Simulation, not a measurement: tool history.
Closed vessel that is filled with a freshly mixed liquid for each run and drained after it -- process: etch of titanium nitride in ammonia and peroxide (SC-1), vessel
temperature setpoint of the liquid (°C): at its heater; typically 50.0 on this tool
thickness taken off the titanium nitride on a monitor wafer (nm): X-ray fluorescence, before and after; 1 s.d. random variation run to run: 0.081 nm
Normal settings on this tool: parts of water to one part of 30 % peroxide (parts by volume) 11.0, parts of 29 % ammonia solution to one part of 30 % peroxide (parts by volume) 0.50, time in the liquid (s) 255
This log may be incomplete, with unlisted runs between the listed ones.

run	hour	temperature setpoint of the liquid (°C)	parts of water to one part of 30 % peroxide (parts by volume)	parts of 29 % ammonia solution to one part of 30 % peroxide (parts by volume)	time in the liquid (s)	wafers since the last listed run	hours since the thermometer was replaced	hours since the ammonia flow meter was replaced	hours since the drum of ammonia solution was connected	hours since the gauge calibration	read-back film thickness of the titanium nitride reference wafer, read on the same gauge (nm)	thickness taken off the titanium nitride on a monitor wafer (nm)
1	0.0	50.0	9.5	0.50	255	0	834.8	393.9	306.4	561.9	80.02	9.36
2	40.3	50.0	11.0	0.50	295	4161	875.1	434.2	346.7	602.2	80.02	10.02
# hour 116.6: ammonia flow meter replaced
3	137.9	50.0	11.0	0.50	295	9976	972.7	21.3	444.3	699.8	80.00	10.24
4	174.6	50.0	11.0	0.50	295	3790	1009.4	58.0	481.0	736.5	79.98	10.20
5	217.6	44.5	11.0	0.40	255	4440	1052.4	101.0	524.0	779.5	80.04	5.72
6	309.8	44.5	11.0	0.40	255	9521	1144.6	193.2	616.2	871.7	79.97	5.66
7	383.4	50.0	11.0	0.50	255	7601	1218.2	266.8	689.8	945.3	80.03	8.77
8	452.7	50.0	11.0	0.50	255	7156	1287.5	336.1	759.1	1014.6	80.00	8.86
9	539.2	50.0	11.0	0.50	255	8933	1374.0	422.6	845.6	1101.1	80.00	8.91
# hour 591.1: gauge calibrated
10	624.4	50.0	11.0	0.50	255	8799	1459.2	507.8	930.8	33.3	80.04	8.81
# hour 638.0: ammonia flow meter replaced
11	705.4	50.0	11.0	0.50	255	8262	1540.2	67.4	1011.8	114.3	79.95	8.98
12	751.4	44.5	16.0	0.70	255	4750	1586.2	113.4	1057.8	160.3	79.97	5.29
13	809.0	50.0	11.0	0.50	255	5948	1643.8	171.0	1115.4	217.9	80.01	8.94
# hour 831.8: new drum of ammonia solution connected
14	913.6	40.5	8.5	0.65	210	10699	1748.4	275.6	81.8	322.5	79.98	4.51
15	974.0	50.0	11.0	0.60	255	6237	1808.8	336.0	142.2	382.9	79.99	9.33
16	1047.4	40.0	7.5	0.50	255	7580	1882.2	409.4	215.6	456.3	80.00	5.40
# hour 1073.0: ammonia flow meter replaced
17	1128.0	50.0	14.0	0.70	140	8220	1962.8	55.0	296.2	536.9	80.01	4.68
18	1164.7	50.0	6.5	0.50	255	3790	1999.5	91.7	332.9	573.6	80.01	11.90
# hour 1223.0: thermometer replaced
19	1242.5	50.0	8.0	0.50	255	7931	19.5	169.5	410.7	651.4	80.00	9.85
20	1283.7	50.0	11.0	0.50	255	4254	60.7	210.7	451.9	692.6	79.99	8.30

Run 21 comes next. What will it give?
21	1350.6	50.0	11.0	0.50	255	6909	127.6	277.6	518.8	759.5	?	?

Run 21 produced read-back film thickness of the titanium nitride reference wafer, read on the same gauge (nm) 80.00, thickness taken off the titanium nitride on a monitor wafer (nm) 8.26.
Without the tool's hidden state the same run would have given thickness taken off the titanium nitride on a monitor wafer (nm) 8.20.

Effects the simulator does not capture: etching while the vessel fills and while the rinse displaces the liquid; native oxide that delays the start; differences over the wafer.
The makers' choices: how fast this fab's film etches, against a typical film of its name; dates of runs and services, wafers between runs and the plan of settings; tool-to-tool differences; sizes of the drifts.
